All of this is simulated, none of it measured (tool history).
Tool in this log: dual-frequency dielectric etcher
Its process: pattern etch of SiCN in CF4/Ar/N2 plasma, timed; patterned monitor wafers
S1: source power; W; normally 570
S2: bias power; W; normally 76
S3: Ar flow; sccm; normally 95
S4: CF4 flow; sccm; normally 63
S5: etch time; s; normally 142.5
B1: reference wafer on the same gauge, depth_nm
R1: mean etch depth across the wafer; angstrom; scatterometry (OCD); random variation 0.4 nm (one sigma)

run 1 hour=0 | S1=570 S2=76 S3=95 S4=63 S5=142.5 | B1=187 | R1=1645
run 2 hour=17.2 | S1=570 S2=76 S3=95 S4=63 S5=142.5 | B1=186.9 | R1=1641
run 3 hour=42.7 | S1=570 S2=76 S3=95 S4=63 S5=142.5 | B1=187.1 | R1=1640
run 4 hour=73 | S1=570 S2=76 S3=95 S4=63 S5=142.5 | B1=187.1 | R1=1640
run 5 hour=86.1 | S1=570 S2=76 S3=95 S4=63 S5=142.5 | B1=187 | R1=1639
-- hour=93.8 bias power generator calibrated
-- hour=137.4 Ar flow controller replaced
-- hour=139.9 upper electrode replaced
run 6 hour=140.4 | S1=570 S2=76 S3=95 S4=63 S5=142.5 | B1=186.9 | R1=1641
run 7 hour=143.3 | S1=570 S2=85 S3=95 S4=63 S5=184.5 | B1=187 | R1=2224
run 8 hour=168.9 | S1=440 S2=76 S3=111 S4=63 S5=177 | B1=187 | R1=1663
run 9 hour=190.9 | S1=500 S2=62 S3=95 S4=63 S5=116.5 | B1=187 | R1=1131
run 10 hour=221.6 | S1=630 S2=76 S3=95 S4=57 S5=142.5 | B1=187 | R1=1736
run 11 hour=244.4 | S1=690 S2=64 S3=95 S4=72 S5=179.5 | B1=187.1 | R1=2299
run 12 hour=264.5 | S1=570 S2=86 S3=95 S4=56 S5=142.5 | B1=187 | R1=1690
-- hour=287.2 gauge calibrated
run 13 hour=297.8 | S1=440 S2=76 S3=111 S4=63 S5=177 | B1=187 | R1=1661
run 14 hour=330.8 | S1=570 S2=76 S3=95 S4=63 S5=142.5 | B1=186.8 | R1=1646
run 15 hour=350.5 | S1=660 S2=66 S3=110 S4=51 S5=142.5 | B1=187 | R1=1635
run 16 hour=364.7 | S1=570 S2=76 S3=82 S4=51 S5=142.5 | B1=187.1 | R1=1612
-- hour=392.7 wet clean of the chamber
run 17 hour=393.2 | S1=570 S2=76 S3=95 S4=72 S5=142.5 | B1=186.9 | R1=1661
run 18 hour=415.9 | S1=570 S2=93 S3=85 S4=59 S5=142.5 | B1=187 | R1=1758
run 19 hour=441.5 | S1=570 S2=76 S3=95 S4=63 S5=103 | B1=187.1 | R1=1174
run 20 hour=465.8 | S1=440 S2=76 S3=111 S4=63 S5=177 | B1=187 | R1=1648

Difference, measured minus no-hidden-state, one row per run. Run-to-run variation is common to both terms; the gauge's own scatter need not be:
The tool's hidden condition here consists of: etch rate over this chamber's usual, %; source power that arrives over what is set, %; bias power that arrives over what is set, %; Ar flow that arrives over what is set, %; CF4 flow that arrives over what is set, %; gauge reads high (%).
run=1 R1=+10
run=2 R1=+10
run=3 R1=+10
run=4 R1=+10
run=5 R1=+11
run=6 R1=+12
run=7 R1=+17
run=8 R1=+13
run=9 R1=+10
run=10 R1=+16
run=11 R1=+21
run=12 R1=+16
run=13 R1=+17
run=14 R1=+17
run=15 R1=+18
run=16 R1=+17
run=17 R1=-4
run=18 R1=-3
run=19 R1=-1
run=20 R1=-1
